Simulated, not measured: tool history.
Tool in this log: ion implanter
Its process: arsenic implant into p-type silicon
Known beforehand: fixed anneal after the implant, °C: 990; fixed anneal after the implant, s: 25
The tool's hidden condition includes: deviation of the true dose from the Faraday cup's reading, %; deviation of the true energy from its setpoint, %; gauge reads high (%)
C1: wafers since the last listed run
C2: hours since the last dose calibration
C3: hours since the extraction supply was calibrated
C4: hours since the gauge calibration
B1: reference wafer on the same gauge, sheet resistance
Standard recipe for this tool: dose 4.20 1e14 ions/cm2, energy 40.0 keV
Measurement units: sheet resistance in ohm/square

run 1 day=0.000 | dose=4.20 energy=40.0 | C1=0 C2=1324.2 C3=2385.8 C4=605.4 | B1=158.86 | sheet_resistance=187.12
run 2 day=2.479 | dose=4.20 energy=40.0 | C1=733 C2=1383.7 C3=2445.3 C4=664.9 | B1=158.86 | sheet_resistance=187.87
run 3 day=3.975 | dose=4.20 energy=40.0 | C1=442 C2=1419.6 C3=2481.2 C4=700.8 | B1=159.01 | sheet_resistance=185.77
run 4 day=5.688 | dose=3.92 energy=47.5 | C1=506 C2=1460.7 C3=2522.3 C4=741.9 | B1=158.95 | sheet_resistance=190.33
run 5 day=7.950 | dose=3.92 energy=47.5 | C1=669 C2=1515.0 C3=2576.6 C4=796.2 | B1=158.82 | sheet_resistance=192.86
-- day=10.088 gauge calibrated
run 6 day=10.867 | dose=4.20 energy=40.0 | C1=862 C2=1585.0 C3=2646.6 C4=18.7 | B1=159.08 | sheet_resistance=185.90
run 7 day=12.721 | dose=3.68 energy=40.0 | C1=548 C2=1629.5 C3=2691.1 C4=63.2 | B1=158.97 | sheet_resistance=205.79
run 8 day=15.512 | dose=3.68 energy=40.0 | C1=825 C2=1696.5 C3=2758.1 C4=130.2 | B1=158.94 | sheet_resistance=206.91
run 9 day=17.850 | dose=3.68 energy=40.0 | C1=691 C2=1752.6 C3=2814.2 C4=186.3 | B1=159.02 | sheet_resistance=206.99
-- day=18.792 Faraday cup replaced and dose calibrated
run 10 day=20.767 | dose=4.20 energy=40.0 | C1=764 C2=47.4 C3=2884.2 C4=256.3 | B1=158.92 | sheet_resistance=194.99
run 11 day=22.546 | dose=4.20 energy=40.0 | C1=526 C2=90.1 C3=2926.9 C4=299.0 | B1=158.85 | sheet_resistance=194.92
-- day=23.850 extraction supply calibrated
run 12 day=23.871 | dose=4.20 energy=40.0 | C1=293 C2=121.9 C3=0.5 C4=330.8 | B1=158.88 | sheet_resistance=195.08
run 13 day=25.592 | dose=4.20 energy=47.5 | C1=509 C2=163.2 C3=41.8 C4=372.1 | B1=158.89 | sheet_resistance=190.93
run 14 day=28.146 | dose=4.20 energy=40.0 | C1=755 C2=224.5 C3=103.1 C4=433.4 | B1=159.07 | sheet_resistance=196.64
run 15 day=29.838 | dose=4.20 energy=35.0 | C1=500 C2=265.1 C3=143.7 C4=474.0 | B1=158.92 | sheet_resistance=197.70
run 16 day=31.350 | dose=5.11 energy=47.5 | C1=447 C2=301.4 C3=180.0 C4=510.3 | B1=158.99 | sheet_resistance=164.04
run 17 day=37.200 | dose=4.20 energy=51.5 | C1=1730 C2=441.8 C3=320.4 C4=650.7 | B1=158.89 | sheet_resistance=186.62
run 18 day=39.079 | dose=4.20 energy=40.0 | C1=555 C2=486.9 C3=365.5 C4=695.8 | B1=159.13 | sheet_resistance=192.96
run 19 day=41.162 | dose=4.20 energy=30.5 | C1=616 C2=536.9 C3=415.5 C4=745.8 | B1=158.87 | sheet_resistance=200.87
-- day=43.058 gauge calibrated
run 20 day=43.317 | dose=4.20 energy=40.0 | C1=637 C2=588.6 C3=467.2 C4=6.2 | B1=159.15 | sheet_resistance=193.32
run 21 day=44.550 | dose=4.20 energy=45.0 | C1=364 C2=618.2 C3=496.8 C4=35.8 | B1=158.97 | sheet_resistance=188.81
run 22 day=47.046 | dose=5.32 energy=40.0 | C1=738 C2=678.1 C3=556.7 C4=95.7 | B1=158.95 | sheet_resistance=159.00

Forecast run 23:
run 23 day=48.208 | dose=3.01 energy=48.5 | C1=343 C2=706.0 C3=584.6 C4=123.6 | B1=? | sheet_resistance=?

B1: 158.72
sheet resistance: 242.55 ohm/square
Without the tool's hidden state the same run would have given sheet resistance 246.10 ohm/square.
